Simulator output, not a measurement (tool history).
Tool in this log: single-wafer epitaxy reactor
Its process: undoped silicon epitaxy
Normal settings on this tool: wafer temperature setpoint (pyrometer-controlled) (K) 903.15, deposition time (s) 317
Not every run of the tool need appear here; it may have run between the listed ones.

run    hour  wafer temperature setpoint (pyrometer-controlled) (K)  deposition time (s)  wafers since the last listed run  hours since the last pyrometer calibration  hours since the gauge calibration  read-back reference wafer on the same gauge, thickness_nm  mean film thickness on the monitor wafer (Å)
  1     0.0                                                 903.15                  317                                 0                                      1216.6                              288.4                                                     39.525                                        393.75
  2    41.9                                                 903.15                  317                               223                                      1258.5                              330.3                                                     39.510                                        396.13
  3   149.5                                                 903.15                  317                               574                                      1366.1                              437.9                                                     39.460                                        394.11
  4   192.0                                                 903.15                  317                               227                                      1408.6                              480.4                                                     39.482                                        394.22
  5   297.0                                                 903.15                  317                               560                                      1513.6                              585.4                                                     39.536                                        396.01
  6   342.3                                                 903.15                  317                               242                                      1558.9                              630.7                                                     39.474                                        394.42
  7   440.8                                                 903.15                  277                               526                                      1657.4                              729.2                                                     39.534                                        346.97
  8   504.1                                                 903.15                  277                               338                                      1720.7                              792.5                                                     39.463                                        346.31
  9   584.8                                                 903.15                  268                               431                                      1801.4                              873.2                                                     39.477                                        335.24
 10   687.1                                                 903.15                  317                               546                                      1903.7                              975.5                                                     39.470                                        396.80
 11   755.3                                                 903.15                  317                               364                                      1971.9                             1043.7                                                     39.500                                        396.44
 12   816.6                                                 903.15                  317                               327                                      2033.2                             1105.0                                                     39.510                                        394.95
 13   867.1                                                 903.15                  317                               269                                      2083.7                             1155.5                                                     39.485                                        397.46
 14   952.2                                                 909.15                  317                               454                                      2168.8                             1240.6                                                     39.479                                        459.81
 15  1052.5                                                 889.15                  317                               535                                      2269.1                             1340.9                                                     39.475                                        286.57
     1130.6  -- gauge calibrated
 16  1252.1                                                 912.15                  299                              1066                                      2468.7                              121.5                                                     39.471                                        463.45
 17  1342.4                                                 903.15                  317                               482                                      2559.0                              211.8                                                     39.565                                        402.67
     1359.4  -- pyrometer calibrated
 18  1400.3                                                 903.15                  317                               266                                        40.9                              269.7                                                     39.485                                        391.83
 19  1466.8                                                 890.15                  276                               355                                       107.4                              336.2                                                     39.527                                        252.09
 20  1570.9                                                 903.15                  300                               556                                       211.5                              440.3                                                     39.512                                        372.25
 21  1673.9                                                 891.15                  343                               550                                       314.5                              543.3                                                     39.488                                        320.52
 22  1734.7                                                 891.15                  363                               324                                       375.3                              604.1                                                     39.536                                        339.55
 23  1834.1                                                 910.15                  317                               531                                       474.7                              703.5                                                     39.517                                        461.52
 24  1905.9                                                 910.15                  299                               383                                       546.5                              775.3                                                     39.474                                        434.34
 25  1982.1                                                 903.15                  317                               407                                       622.7                              851.5                                                     39.470                                        394.00
 26  2075.4                                                 890.15                  293                               498                                       716.0                              944.8                                                     39.559                                        268.83
 27  2157.5                                                 903.15                  317                               438                                       798.1                             1026.9                                                     39.466                                        393.82

3 options for the next run, each taken on its own from the tool as it stands now. Forecast them:
  A  2158.0                                                 890.15                  317                                 2                                       798.6                             1027.4                                                          ?                                             ?
  B  2158.0                                                 895.15                  354                                 2                                       798.6                             1027.4                                                          ?                                             ?
  C  2158.0                                                 891.15                  344                                 2                                       798.6                             1027.4                                                          ?                                             ?

run  read-back reference wafer on the same gauge, thickness_nm  mean film thickness on the monitor wafer (Å)
  A                                                     39.445                                        289.54
  B                                                     39.445                                        363.67
  C                                                     39.445                                        321.71
With the hidden condition removed and each run's random variation left untouched, the same runs would have given:
run  mean film thickness on the monitor wafer (Å)
  A                                        289.53
  B                                        363.65
  C                                        321.70
